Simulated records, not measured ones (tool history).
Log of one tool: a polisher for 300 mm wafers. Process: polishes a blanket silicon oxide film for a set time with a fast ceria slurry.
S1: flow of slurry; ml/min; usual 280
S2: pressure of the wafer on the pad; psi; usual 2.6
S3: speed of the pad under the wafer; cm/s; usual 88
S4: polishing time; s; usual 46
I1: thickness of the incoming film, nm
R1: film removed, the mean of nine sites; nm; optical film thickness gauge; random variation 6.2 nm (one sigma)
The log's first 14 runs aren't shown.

run   hour   S1   S2   S3  S4      I1     R1
     313.5  -- slurry nozzle cleaned
     377.4  -- worn pad replaced by a new one, of another model than before
 15  378.6  245  2.1  108  51  1729.5  690.6
 16  412.7  280  2.6  114  46  1697.8  757.6
 17  432.6  240  2.3   78  50  1710.7  583.3
     450.2  -- head pressure recalibrated
 18  495.7  280  3.0  114  46  1720.2  771.7
 19  516.8  315  2.6  100  46  1688.6  669.5
 20  531.0  280  2.6   88  46  1697.3  605.9
 21  561.2  230  2.9   88  46  1726.6  632.5
 22  589.3  225  2.6  108  33  1685.5  464.8
 23  624.2  280  2.6   88  46  1704.4  608.5
     640.7  -- worn pad replaced by a new one
 24  644.7  280  2.6   88  46  1726.9  672.9
 25  675.7  250  2.6   70  55  1701.7  683.5
 26  733.9  280  2.6   88  46  1741.9  619.8
 27  767.1  280  2.6   88  46  1706.8  634.1
 28  789.8  280  3.1   76  46  1705.6  647.1
     812.4  -- head pressure recalibrated
     823.2  -- slurry nozzle cleaned
 29  823.7  350  2.4   98  39  1692.3  541.1
 30  838.4  280  2.6   88  62  1679.7  818.2
 31  871.5  280  2.6   88  46  1748.4  611.5
 32  885.3  280  3.3   76  58  1707.2  843.1
     890.3  -- worn pad replaced by a new one
 33  917.7  320  1.9   88  46  1690.2  547.6
 34  941.7  345  2.6   72  60  1688.1  780.1
 35  958.4  250  2.6   70  55  1681.4  676.3
 36  985.2  280  2.2   88  46  1689.0  560.3
 37  998.6  225  2.6   88  38  1680.8  501.8

Forecast each of these 4 alternatives for the next run:
  A  999.0  280  2.6   88  60  1718.1   ?
  B  999.0  280  1.8   88  53  1718.1   ?
  C  999.0  250  2.6  106  46  1718.1   ?
  D  999.0  205  2.6   88  46  1718.1   ?

run     R1
  A  828.1
  B  579.2
  C  688.8
  D  592.1
Without the tool's hidden state the same runs would have given:
run     R1
  A  898.8
  B  628.6
  C  747.6
  D  642.6
